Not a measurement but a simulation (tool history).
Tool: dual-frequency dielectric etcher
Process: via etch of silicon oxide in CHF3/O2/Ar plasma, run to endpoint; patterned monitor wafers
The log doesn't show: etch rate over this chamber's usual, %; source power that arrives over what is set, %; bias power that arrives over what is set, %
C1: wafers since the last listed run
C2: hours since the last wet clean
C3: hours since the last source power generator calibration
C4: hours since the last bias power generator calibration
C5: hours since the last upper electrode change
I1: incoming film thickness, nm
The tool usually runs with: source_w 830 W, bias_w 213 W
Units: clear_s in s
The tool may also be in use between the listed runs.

Run 1, day 0.000: usual settings but source_w 780 W; C1 0; C2 119.3; C3 1824.3; C4 2914.9; C5 1453.8; I1 619.8. Result: clear_s 298.3 s.
Run 2, day 3.275: usual settings but source_w 780 W; C1 514; C2 197.9; C3 1902.9; C4 2993.5; C5 1532.4; I1 618.8. Result: clear_s 298.8 s.
Run 3, day 15.733: usual settings but source_w 710 W, bias_w 238 W; C1 1957; C2 496.9; C3 2201.9; C4 3292.5; C5 1831.4; I1 623.9. Result: clear_s 300.5 s.
At day 18.562: wet clean of the chamber.
Run 4, day 18.788: usual settings; C1 322; C2 5.4; C3 2275.2; C4 3365.8; C5 1904.7; I1 619.2. Result: clear_s 288.5 s.
Run 5, day 22.508: usual settings; C1 584; C2 94.7; C3 2364.5; C4 3455.1; C5 1994.0; I1 618.9. Result: clear_s 290.4 s.
Run 6, day 25.612: usual settings; C1 487; C2 169.2; C3 2439.0; C4 3529.6; C5 2068.5; I1 620.9. Result: clear_s 289.7 s.
Run 7, day 27.267: usual settings; C1 259; C2 208.9; C3 2478.7; C4 3569.3; C5 2108.2; I1 621.6. Result: clear_s 291.5 s.
Run 8, day 31.025: usual settings; C1 590; C2 299.1; C3 2568.9; C4 3659.5; C5 2198.4; I1 618.9. Result: clear_s 290.6 s.
At day 31.742: bias power generator calibrated.
Run 9, day 35.475: usual settings but bias_w 226 W; C1 673; C2 405.9; C3 2675.7; C4 89.6; C5 2305.2; I1 620.4. Result: clear_s 284.4 s.
At day 38.575: wet clean of the chamber.
Run 10, day 38.596: usual settings but bias_w 226 W; C1 333; C2 0.5; C3 2750.6; C4 164.5; C5 2380.1; I1 629.0. Result: clear_s 289.3 s.
Run 11, day 42.058: usual settings but bias_w 226 W; C1 544; C2 83.6; C3 2833.7; C4 247.6; C5 2463.2; I1 619.2. Result: clear_s 282.6 s.
Run 12, day 43.717: usual settings but bias_w 186 W; C1 260; C2 123.4; C3 2873.5; C4 287.4; C5 2503.0; I1 614.2. Result: clear_s 301.1 s.
Run 13, day 46.850: usual settings but source_w 990 W, bias_w 229 W; C1 492; C2 198.6; C3 2948.7; C4 362.6; C5 2578.2; I1 624.6. Result: clear_s 263.1 s.
Run 14, day 48.942: usual settings but source_w 750 W, bias_w 182 W; C1 328; C2 248.8; C3 2998.9; C4 412.8; C5 2628.4; I1 617.2. Result: clear_s 321.0 s.
At day 51.938: source power generator calibrated.
Run 15, day 53.029: usual settings; C1 616; C2 346.9; C3 26.2; C4 510.9; C5 2726.5; I1 621.1. Result: clear_s 277.6 s.
Run 16, day 57.483: usual settings; C1 700; C2 453.8; C3 133.1; C4 617.8; C5 2833.4; I1 625.8. Result: clear_s 281.9 s.
At day 60.067: wet clean of the chamber.
Run 17, day 61.454: usual settings but source_w 700 W, bias_w 182 W; C1 466; C2 33.3; C3 228.4; C4 713.1; C5 2928.7; I1 612.6. Result: clear_s 314.6 s.
At day 69.167: upper electrode replaced.
Run 18, day 69.604: usual settings; C1 1123; C2 228.9; C3 424.0; C4 908.7; C5 10.5; I1 623.6. Result: clear_s 280.0 s.
Run 19, day 71.533: usual settings but source_w 960 W, bias_w 230 W; C1 303; C2 275.2; C3 470.3; C4 955.0; C5 56.8; I1 616.8. Result: clear_s 255.2 s.
At day 72.808: source power generator calibrated, repeated, since the last time left the tool worse.
Run 20, day 74.767: usual settings but bias_w 237 W; C1 481; C2 352.8; C3 47.0; C4 1032.6; C5 134.4; I1 623.2. Result: clear_s 277.1 s.
At day 85.679: wet clean of the chamber.
Run 21, day 85.700: usual settings but source_w 970 W, bias_w 171 W; C1 1561; C2 0.5; C3 309.4; C4 1295.0; C5 396.8; I1 617.4. Result: clear_s 291.5 s.
Run 22, day 88.038: usual settings but bias_w 255 W; C1 367; C2 56.6; C3 365.5; C4 1351.1; C5 452.9; I1 622.3. Result: clear_s 273.3 s.
Run 23, day 89.942: usual settings; C1 299; C2 102.3; C3 411.2; C4 1396.8; C5 498.6; I1 621.5. Result: clear_s 288.2 s.

Estimate the outcome of run 24 from the log above:
Run 24, day 92.996: usual settings but source_w 640 W, bias_w 242 W; C1 480; C2 175.6; C3 484.5; C4 1470.1; C5 571.9; I1 621.9. Result: clear_s ?.

clear_s: 313.3 s
Minus the tool's unlogged condition, the same run would have read clear_s 310.2 s.
